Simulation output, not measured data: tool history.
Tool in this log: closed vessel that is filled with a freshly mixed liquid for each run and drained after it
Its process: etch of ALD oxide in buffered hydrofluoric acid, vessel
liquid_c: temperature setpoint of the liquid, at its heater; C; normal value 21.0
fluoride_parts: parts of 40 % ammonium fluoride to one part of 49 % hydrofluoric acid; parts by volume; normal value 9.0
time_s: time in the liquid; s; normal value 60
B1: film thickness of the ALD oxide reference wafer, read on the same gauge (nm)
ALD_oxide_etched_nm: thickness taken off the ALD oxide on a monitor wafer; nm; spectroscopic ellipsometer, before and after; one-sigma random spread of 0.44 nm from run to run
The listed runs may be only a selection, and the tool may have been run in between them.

run 1 hour=0.0 | liquid_c=18.0 fluoride_parts=9.0 time_s=60 | B1=111.91 | ALD_oxide_etched_nm=118.22
run 2 hour=95.4 | liquid_c=21.0 fluoride_parts=9.0 time_s=80 | B1=112.00 | ALD_oxide_etched_nm=186.93
run 3 hour=367.4 | liquid_c=21.0 fluoride_parts=9.0 time_s=80 | B1=112.18 | ALD_oxide_etched_nm=186.24
run 4 hour=466.3 | liquid_c=21.0 fluoride_parts=9.0 time_s=80 | B1=112.24 | ALD_oxide_etched_nm=186.72
-- hour=512.3 thermometer replaced
run 5 hour=524.9 | liquid_c=21.0 fluoride_parts=10.0 time_s=60 | B1=112.24 | ALD_oxide_etched_nm=129.97
run 6 hour=569.4 | liquid_c=21.0 fluoride_parts=10.0 time_s=60 | B1=112.28 | ALD_oxide_etched_nm=131.79
run 7 hour=690.6 | liquid_c=21.0 fluoride_parts=9.0 time_s=60 | B1=112.28 | ALD_oxide_etched_nm=140.07
run 8 hour=740.7 | liquid_c=17.5 fluoride_parts=9.0 time_s=60 | B1=112.32 | ALD_oxide_etched_nm=114.86
-- hour=746.1 gauge calibrated
run 9 hour=803.2 | liquid_c=17.5 fluoride_parts=9.0 time_s=60 | B1=110.13 | ALD_oxide_etched_nm=112.71
run 10 hour=860.2 | liquid_c=17.5 fluoride_parts=9.0 time_s=60 | B1=110.32 | ALD_oxide_etched_nm=112.97
run 11 hour=901.9 | liquid_c=21.0 fluoride_parts=7.5 time_s=60 | B1=110.45 | ALD_oxide_etched_nm=169.18
run 12 hour=940.8 | liquid_c=21.0 fluoride_parts=7.5 time_s=60 | B1=110.56 | ALD_oxide_etched_nm=167.48
run 13 hour=979.0 | liquid_c=21.0 fluoride_parts=7.5 time_s=60 | B1=110.71 | ALD_oxide_etched_nm=168.08
run 14 hour=1025.2 | liquid_c=21.0 fluoride_parts=9.0 time_s=60 | B1=110.78 | ALD_oxide_etched_nm=137.56
run 15 hour=1085.4 | liquid_c=21.0 fluoride_parts=9.0 time_s=60 | B1=110.95 | ALD_oxide_etched_nm=138.30
run 16 hour=1179.0 | liquid_c=19.5 fluoride_parts=9.0 time_s=60 | B1=111.13 | ALD_oxide_etched_nm=126.91
run 17 hour=1229.4 | liquid_c=21.0 fluoride_parts=9.0 time_s=75 | B1=111.24 | ALD_oxide_etched_nm=173.70
-- hour=1294.5 thermometer replaced
run 18 hour=1310.4 | liquid_c=21.0 fluoride_parts=9.0 time_s=60 | B1=111.38 | ALD_oxide_etched_nm=139.61
-- hour=1329.0 hydrofluoric acid flow meter replaced
run 19 hour=1613.7 | liquid_c=21.0 fluoride_parts=11.0 time_s=60 | B1=111.77 | ALD_oxide_etched_nm=118.96
run 20 hour=1670.7 | liquid_c=21.0 fluoride_parts=7.5 time_s=90 | B1=111.80 | ALD_oxide_etched_nm=254.62
run 21 hour=1720.3 | liquid_c=21.0 fluoride_parts=5.5 time_s=60 | B1=111.83 | ALD_oxide_etched_nm=226.62
run 22 hour=1802.2 | liquid_c=21.0 fluoride_parts=9.0 time_s=60 | B1=111.90 | ALD_oxide_etched_nm=139.35
run 23 hour=1860.7 | liquid_c=18.5 fluoride_parts=10.0 time_s=60 | B1=111.96 | ALD_oxide_etched_nm=113.31
run 24 hour=1942.2 | liquid_c=21.0 fluoride_parts=10.0 time_s=40 | B1=112.01 | ALD_oxide_etched_nm=87.35
run 25 hour=1991.5 | liquid_c=21.0 fluoride_parts=9.0 time_s=60 | B1=112.05 | ALD_oxide_etched_nm=140.67
-- hour=2024.0 thermometer replaced
run 26 hour=2095.8 | liquid_c=21.0 fluoride_parts=12.5 time_s=60 | B1=112.08 | ALD_oxide_etched_nm=105.09
run 27 hour=2151.8 | liquid_c=23.0 fluoride_parts=9.0 time_s=60 | B1=112.16 | ALD_oxide_etched_nm=156.24
run 28 hour=2228.9 | liquid_c=23.5 fluoride_parts=10.0 time_s=60 | B1=112.14 | ALD_oxide_etched_nm=150.03
run 29 hour=2265.7 | liquid_c=21.0 fluoride_parts=9.0 time_s=60 | B1=112.19 | ALD_oxide_etched_nm=140.12
run 30 hour=2336.9 | liquid_c=21.0 fluoride_parts=9.0 time_s=60 | B1=112.21 | ALD_oxide_etched_nm=140.15
run 31 hour=2392.1 | liquid_c=21.0 fluoride_parts=9.0 time_s=60 | B1=112.23 | ALD_oxide_etched_nm=139.42
run 32 hour=2490.5 | liquid_c=21.0 fluoride_parts=9.0 time_s=90 | B1=112.28 | ALD_oxide_etched_nm=210.11
run 33 hour=2552.9 | liquid_c=25.5 fluoride_parts=9.0 time_s=60 | B1=112.26 | ALD_oxide_etched_nm=179.71
run 34 hour=2607.9 | liquid_c=21.0 fluoride_parts=10.5 time_s=35 | B1=112.31 | ALD_oxide_etched_nm=72.89

State the hidden condition of the tool at each of the runs:
liquid hotter than its thermometer reads (K): 0 on each run
hydrofluoric acid flow above the setpoint (%): 0 on each run
H1: gauge reads high (%)
run=1 H1=1.75
run=2 H1=1.82
run=3 H1=1.97
run=4 H1=2.01
run=5 H1=2.04
run=6 H1=2.05
run=7 H1=2.09
run=8 H1=2.1
run=9 H1=0.123
run=10 H1=0.296
run=11 H1=0.414
run=12 H1=0.517
run=13 H1=0.612
run=14 H1=0.721
run=15 H1=0.851
run=16 H1=1.03
run=17 H1=1.12
run=18 H1=1.24
run=19 H1=1.6
run=20 H1=1.65
run=21 H1=1.69
run=22 H1=1.75
run=23 H1=1.79
run=24 H1=1.84
run=25 H1=1.87
run=26 H1=1.92
run=27 H1=1.94
run=28 H1=1.97
run=29 H1=1.99
run=30 H1=2.01
run=31 H1=2.02
run=32 H1=2.05
run=33 H1=2.07
run=34 H1=2.08
